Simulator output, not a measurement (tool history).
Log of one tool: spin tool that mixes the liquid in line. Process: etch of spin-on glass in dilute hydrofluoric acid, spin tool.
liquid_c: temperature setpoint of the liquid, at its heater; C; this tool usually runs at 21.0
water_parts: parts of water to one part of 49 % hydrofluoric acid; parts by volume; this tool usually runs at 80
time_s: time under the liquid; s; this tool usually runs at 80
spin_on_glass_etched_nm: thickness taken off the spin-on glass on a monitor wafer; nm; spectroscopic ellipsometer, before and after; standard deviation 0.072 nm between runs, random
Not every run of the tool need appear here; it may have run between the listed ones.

run	hour	liquid_c	water_parts	time_s	read-back film thickness of the spin-on glass reference wafer, read on the same gauge (nm)	spin_on_glass_etched_nm
1	0.0	21.0	100	80	110.59	14.25
2	71.5	21.0	80	80	110.70	18.34
3	96.4	21.0	55	100	110.79	34.47
4	132.6	21.0	55	100	110.84	34.16
5	248.9	21.0	55	100	111.16	34.40
6	308.9	21.0	80	80	111.33	18.31
7	339.2	21.0	80	80	111.41	18.42
# hour 378.9: hydrofluoric acid flow meter replaced
8	405.8	21.0	80	80	111.66	18.41
9	446.4	21.0	80	60	111.81	13.84
10	499.0	21.0	80	125	112.00	29.02
11	533.5	21.0	80	80	112.17	18.52
# hour 544.5: gauge calibrated
12	590.7	21.0	120	80	110.22	11.61
13	649.8	21.0	55	95	110.25	32.38
# hour 719.4: thermometer replaced
14	721.3	21.0	80	45	110.29	10.26
15	769.9	18.5	80	95	110.37	19.66
16	824.4	21.0	95	80	110.43	15.19
17	849.0	21.0	80	80	110.46	18.16
18	907.1	21.0	80	120	110.57	27.46

Forecast each of these 5 alternatives for the next run:
A	907.5	21.0	80	80	?	?
B	907.5	24.5	120	40	?	?
C	907.5	25.5	60	80	?	?
D	907.5	21.0	80	50	?	?
E	907.5	21.0	80	105	?	?

run	read-back film thickness of the spin-on glass reference wafer, read on the same gauge (nm)	spin_on_glass_etched_nm
A	110.53	18.30
B	110.53	6.69
C	110.53	30.06
D	110.53	11.44
E	110.53	24.01
Without the tool's hidden state the same runs would have given:
run	spin_on_glass_etched_nm
A	18.21
B	6.66
C	29.91
D	11.38
E	23.89
